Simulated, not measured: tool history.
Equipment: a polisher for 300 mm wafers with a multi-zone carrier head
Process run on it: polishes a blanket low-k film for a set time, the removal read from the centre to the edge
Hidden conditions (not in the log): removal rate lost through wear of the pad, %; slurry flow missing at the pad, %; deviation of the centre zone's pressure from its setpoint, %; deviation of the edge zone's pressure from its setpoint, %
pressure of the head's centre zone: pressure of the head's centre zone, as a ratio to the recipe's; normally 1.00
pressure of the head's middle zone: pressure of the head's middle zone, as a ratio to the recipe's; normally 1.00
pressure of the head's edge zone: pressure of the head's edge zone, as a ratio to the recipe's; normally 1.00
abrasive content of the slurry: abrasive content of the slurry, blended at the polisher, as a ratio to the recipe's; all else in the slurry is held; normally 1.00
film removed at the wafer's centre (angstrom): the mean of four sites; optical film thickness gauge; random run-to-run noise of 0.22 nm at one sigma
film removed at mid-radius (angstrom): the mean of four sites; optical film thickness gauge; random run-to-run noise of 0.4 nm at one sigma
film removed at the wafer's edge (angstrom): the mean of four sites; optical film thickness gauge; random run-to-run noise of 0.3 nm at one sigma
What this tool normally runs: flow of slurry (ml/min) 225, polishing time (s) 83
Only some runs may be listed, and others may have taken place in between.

| run | hour | flow of slurry (ml/min) | pressure of the head's centre zone | pressure of the head's middle zone | pressure of the head's edge zone | abrasive content of the slurry | polishing time (s) | wafers since the last listed run | wafers polished on this pad | hours since the slurry nozzle was cleaned | hours since the centre zone pressure was calibrated | hours since the edge zone pressure was calibrated | hours since the carrier head's membrane was replaced | incoming thickness of the incoming film, nm | film removed at the wafer's centre (angstrom) | film removed at mid-radius (angstrom) | film removed at the wafer's edge (angstrom) |
|---|---|---|---|---|---|---|---|---|---|---|---|---|---|---|---|---|---|
| 1 | 0.0 | 165 | 1.00 | 1.06 | 1.00 | 1.00 | 75 | 0 | 103 | 230.3 | 320.1 | 95.1 | 90.9 | 787.3 | 238 | 249 | 242 |
|  | 10.9 | slurry nozzle cleaned |
| 2 | 14.6 | 225 | 1.00 | 1.00 | 1.00 | 1.00 | 83 | 155 | 259 | 3.7 | 334.7 | 109.7 | 105.5 | 792.2 | 270 | 276 | 274 |
| 3 | 32.0 | 225 | 1.00 | 1.00 | 1.06 | 1.20 | 83 | 198 | 458 | 21.1 | 352.1 | 127.1 | 122.9 | 806.3 | 293 | 300 | 304 |
| 4 | 53.3 | 280 | 1.00 | 1.04 | 1.00 | 1.00 | 83 | 243 | 701 | 42.4 | 373.4 | 148.4 | 144.2 | 806.3 | 283 | 285 | 277 |
| 5 | 81.7 | 225 | 0.88 | 1.00 | 1.00 | 1.00 | 103 | 324 | 1026 | 70.8 | 401.8 | 176.8 | 172.6 | 784.8 | 305 | 341 | 337 |
| 6 | 103.2 | 225 | 1.00 | 1.11 | 1.09 | 1.00 | 83 | 245 | 1271 | 92.3 | 423.3 | 198.3 | 194.1 | 812.1 | 273 | 300 | 281 |
| 7 | 137.8 | 175 | 1.00 | 1.00 | 1.00 | 1.00 | 83 | 395 | 1667 | 126.9 | 457.9 | 232.9 | 228.7 | 794.1 | 258 | 262 | 266 |
| 8 | 172.4 | 225 | 1.00 | 1.00 | 1.00 | 1.00 | 83 | 395 | 2062 | 161.5 | 492.5 | 267.5 | 263.3 | 803.3 | 263 | 268 | 265 |
| 9 | 187.1 | 300 | 1.00 | 1.00 | 0.92 | 0.70 | 83 | 167 | 2230 | 176.2 | 507.2 | 282.2 | 278.0 | 812.0 | 231 | 227 | 214 |
|  | 210.3 | worn pad replaced by a new one |
| 10 | 216.0 | 225 | 1.08 | 1.00 | 1.00 | 0.75 | 83 | 284 | 65 | 205.1 | 536.1 | 311.1 | 306.9 | 805.3 | 254 | 242 | 239 |
| 11 | 250.4 | 225 | 1.00 | 0.89 | 1.00 | 1.00 | 58 | 393 | 458 | 239.5 | 570.5 | 345.5 | 341.3 | 802.8 | 190 | 177 | 194 |
| 12 | 262.6 | 225 | 1.00 | 1.00 | 1.00 | 1.00 | 83 | 139 | 597 | 251.7 | 582.7 | 357.7 | 353.5 | 792.8 | 274 | 281 | 270 |
|  | 271.4 | slurry nozzle cleaned |
| 13 | 280.8 | 225 | 1.00 | 1.00 | 1.00 | 1.00 | 69 | 196 | 794 | 9.4 | 600.9 | 375.9 | 371.7 | 800.4 | 225 | 236 | 226 |
|  | 288.6 | edge zone pressure recalibrated |
| 14 | 308.1 | 225 | 1.00 | 1.00 | 1.00 | 1.00 | 83 | 289 | 1083 | 36.7 | 628.2 | 19.5 | 399.0 | 807.6 | 272 | 266 | 270 |
| 15 | 343.8 | 225 | 1.10 | 1.00 | 1.00 | 0.90 | 69 | 407 | 1491 | 72.4 | 663.9 | 55.2 | 434.7 | 790.0 | 232 | 219 | 219 |
| 16 | 366.1 | 225 | 1.00 | 0.92 | 1.00 | 1.00 | 83 | 254 | 1746 | 94.7 | 686.2 | 77.5 | 457.0 | 803.9 | 268 | 260 | 268 |
| 17 | 378.1 | 225 | 1.00 | 1.00 | 0.95 | 1.00 | 97 | 137 | 1883 | 106.7 | 698.2 | 89.5 | 469.0 | 786.9 | 315 | 314 | 306 |
| 18 | 409.8 | 250 | 1.00 | 1.00 | 1.11 | 0.80 | 102 | 362 | 2245 | 138.4 | 729.9 | 121.2 | 500.7 | 787.6 | 296 | 302 | 314 |
|  | 417.3 | centre zone pressure recalibrated |
| 19 | 422.9 | 225 | 1.00 | 0.95 | 1.00 | 1.00 | 94 | 126 | 2372 | 151.5 | 5.6 | 134.3 | 513.8 | 807.2 | 295 | 289 | 295 |
|  | 437.7 | worn pad replaced by a new one |
| 20 | 438.2 | 295 | 1.00 | 1.00 | 1.00 | 1.00 | 83 | 129 | 5 | 166.8 | 20.9 | 149.6 | 529.1 | 797.5 | 285 | 296 | 284 |
| 21 | 465.0 | 225 | 1.00 | 1.00 | 1.00 | 1.00 | 83 | 306 | 311 | 193.6 | 47.7 | 176.4 | 555.9 | 800.2 | 280 | 274 | 275 |

Entry by entry between the runs, the difference in hidden state between the last listed run before and the first listed run after:
From run 1 to run 2: slurry nozzle cleaned (hour 10.9)
  removal rate lost through wear of the pad, %: 1.14 -> 1.19
  difference, measured minus the result without the unlogged condition, film removed at the wafer's centre (angstrom): -2 -> -4; film removed at mid-radius (angstrom): -3 -> -3; film removed at the wafer's edge (angstrom): -3 -> -3
From run 9 to run 10: worn pad replaced by a new one (hour 210.3)
  removal rate lost through wear of the pad, %: 4.63 -> 0.553
  difference, measured minus the result without the unlogged condition, film removed at the wafer's centre (angstrom): -11 -> -2; film removed at mid-radius (angstrom): -12 -> -2; film removed at the wafer's edge (angstrom): -10 -> -1
From run 12 to run 13: slurry nozzle cleaned (hour 271.4)
  removal rate lost through wear of the pad, %: 0.798 -> 1
  difference, measured minus the result without the unlogged condition, film removed at the wafer's centre (angstrom): -2 -> -2; film removed at mid-radius (angstrom): -2 -> -3; film removed at the wafer's edge (angstrom): -2 -> -2
From run 13 to run 14: edge zone pressure recalibrated (hour 288.6)
  removal rate lost through wear of the pad, %: 1 -> 1.42
  difference, measured minus the result without the unlogged condition, film removed at the wafer's centre (angstrom): -2 -> -4; film removed at mid-radius (angstrom): -3 -> -4; film removed at the wafer's edge (angstrom): -2 -> -4
From run 18 to run 19: centre zone pressure recalibrated (hour 417.3)
  removal rate lost through wear of the pad, %: 4.17 -> 4.66
  difference, measured minus the result without the unlogged condition, film removed at the wafer's centre (angstrom): -13 -> -14; film removed at mid-radius (angstrom): -13 -> -14; film removed at the wafer's edge (angstrom): -13 -> -15
From run 19 to run 20: worn pad replaced by a new one (hour 437.7)
  removal rate lost through wear of the pad, %: 4.66 -> 0.11
  difference, measured minus the result without the unlogged condition, film removed at the wafer's centre (angstrom): -14 -> +0; film removed at mid-radius (angstrom): -14 -> +0; film removed at the wafer's edge (angstrom): -15 -> +0
